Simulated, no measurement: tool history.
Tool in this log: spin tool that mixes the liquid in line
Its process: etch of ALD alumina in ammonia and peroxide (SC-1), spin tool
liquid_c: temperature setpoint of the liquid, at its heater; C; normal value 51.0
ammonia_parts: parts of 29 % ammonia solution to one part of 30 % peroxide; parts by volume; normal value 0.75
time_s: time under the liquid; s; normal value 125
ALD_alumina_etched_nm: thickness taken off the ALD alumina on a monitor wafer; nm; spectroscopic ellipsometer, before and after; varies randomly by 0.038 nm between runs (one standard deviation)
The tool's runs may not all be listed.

run	hour	liquid_c	ammonia_parts	time_s	read-back film thickness of the ALD alumina reference wafer, read on the same gauge (nm)	ALD_alumina_etched_nm
1	0.0	51.0	0.75	85	130.00	7.07
2	14.1	51.0	0.75	80	130.00	6.71
3	26.9	43.0	0.75	200	129.99	10.61
4	40.8	51.0	0.75	150	129.98	12.54
5	57.2	56.0	1.05	65	129.99	7.32
6	64.2	54.5	0.75	160	129.98	16.16
7	76.1	57.0	1.10	125	130.00	14.94
8	86.3	48.0	0.60	125	129.98	8.70
9	97.4	51.0	0.35	165	130.01	12.79
10	110.5	57.0	0.55	85	129.99	9.52
11	116.9	51.0	0.75	85	130.01	7.09
12	124.1	51.0	1.00	125	130.00	10.73
13	135.7	51.0	0.75	125	130.00	10.45
# hour 139.3: new drum of ammonia solution connected
14	148.1	57.0	0.75	100	130.01	11.63
# hour 164.0: gauge calibrated
# hour 164.2: ammonia flow meter replaced
15	164.7	59.0	0.40	125	130.00	15.06
16	180.5	47.0	0.90	125	130.02	8.65
17	189.1	51.0	0.75	55	130.01	4.64
18	197.1	51.0	0.75	125	129.98	10.55
19	207.6	48.5	1.05	150	130.01	11.42
20	220.7	44.0	0.85	125	130.00	7.22
21	235.5	61.0	1.05	190	130.02	28.31
22	250.4	43.5	1.10	200	130.01	11.51
23	263.5	51.0	0.75	125	130.02	10.52
24	273.6	48.5	0.95	125	130.02	9.38

Predict each of these 5 candidate next runs independently; none follows another, all start after run 24:
A	274.1	51.0	0.75	125	?	?
B	274.1	51.0	0.40	125	?	?
C	274.1	53.5	0.85	125	?	?
D	274.1	51.0	0.95	105	?	?
E	274.1	48.0	0.40	125	?	?

run	read-back film thickness of the ALD alumina reference wafer, read on the same gauge (nm)	ALD_alumina_etched_nm
A	130.00	10.55
B	130.00	9.94
C	130.00	12.22
D	130.00	9.06
E	130.00	8.42
Without the tool's unlogged condition, the same runs would have read:
run	ALD_alumina_etched_nm
A	10.44
B	9.84
C	12.10
D	8.97
E	8.33

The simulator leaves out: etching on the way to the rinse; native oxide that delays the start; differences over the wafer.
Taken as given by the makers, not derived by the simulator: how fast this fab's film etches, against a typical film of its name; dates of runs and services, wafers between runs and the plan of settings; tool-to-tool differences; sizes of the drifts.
